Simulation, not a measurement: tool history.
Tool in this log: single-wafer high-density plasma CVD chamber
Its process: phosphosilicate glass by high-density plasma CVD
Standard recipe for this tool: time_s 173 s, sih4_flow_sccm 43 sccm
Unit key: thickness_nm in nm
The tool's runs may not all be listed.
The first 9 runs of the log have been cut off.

run     day  time_s  sih4_flow_sccm  wafers since the last listed run  hours since the silane flow controller was replaced  hours since the gauge calibration  read-back reference wafer on the same gauge, thickness_nm  thickness_nm
 10  21.562     173              43                               383                                               1583.6                              459.1                                                    890.138        809.21
 11  23.871     173              43                               593                                                 1639                              514.5                                                    889.366       806.669
 12  25.083     173              43                               311                                               1668.1                              543.6                                                    890.077        811.85
 13  26.942     173              43                               477                                               1712.7                              588.2                                                    890.323       816.291
 14  28.054     173              43                               286                                               1739.4                              614.9                                                    889.936       805.891
     29.858  -- silane flow controller replaced
 15  30.321     195              43                               497                                                 11.1                              669.3                                                    888.925       873.405
 16  33.021     195              43                               694                                                 75.9                              734.1                                                    890.035        888.22
 17  34.617     163              39                               410                                                114.2                              772.4                                                    890.311       673.161
     35.238  -- gauge calibrated
 18  35.642     145              36                               263                                                138.8                                9.7                                                    889.256       550.292
 19  36.692     202              39                               269                                                  164                               34.9                                                    890.546       839.027
 20  39.538     142              36                               731                                                232.3                              103.2                                                    888.991       542.661
 21  41.425     204              41                               485                                                277.6                              148.5                                                     890.13       887.767
 22  44.317     173              43                               743                                                  347                              217.9                                                    890.764       792.266
 23  47.017     173              43                               694                                                411.8                              282.7                                                    888.855         792.8
 24  49.758     182              47                               704                                                477.6                              348.5                                                    889.854       920.145
 25  54.492     155              38                              1216                                                591.2                              462.1                                                    890.707       637.404
 26  56.925     173              43                               625                                                649.6                              520.5                                                     890.29       810.811
 27  58.988     157              43                               530                                                699.1                                570                                                    890.169       722.957
 28  60.004     147              48                               261                                                723.5                              594.4                                                    890.703       762.841
 29  61.629     173              51                               417                                                762.5                              633.4                                                    888.587       959.156
 30  63.667     207              43                               523                                                811.4                              682.3                                                    890.684       963.903
 31  66.521     173              43                               733                                                879.9                              750.8                                                    889.625       809.431
     68.208  -- gauge calibrated
 32  68.912     198              51                               614                                                937.3                               16.9                                                    889.179      1095.077
 33  70.625     149              49                               440                                                978.4                                 58                                                    888.719       793.764

Here are 3 independent what-if runs from the current tool condition. What would each one return?
  A  70.642     150              43                                 4                                                978.8                               58.4                                                          ?             ?
  B  70.642     193              43                                 4                                                978.8                               58.4                                                          ?             ?
  C  70.642     173              39                                 4                                                978.8                               58.4                                                          ?             ?

run  read-back reference wafer on the same gauge, thickness_nm  thickness_nm
  A                                                    890.046       698.966
  B                                                    890.046       899.337
  C                                                    890.046       731.151
The same runs, with their run-to-run variation unchanged, on a tool lacking any hidden condition would have given:
run  thickness_nm
  A       674.987
  B       868.484
  C       706.068

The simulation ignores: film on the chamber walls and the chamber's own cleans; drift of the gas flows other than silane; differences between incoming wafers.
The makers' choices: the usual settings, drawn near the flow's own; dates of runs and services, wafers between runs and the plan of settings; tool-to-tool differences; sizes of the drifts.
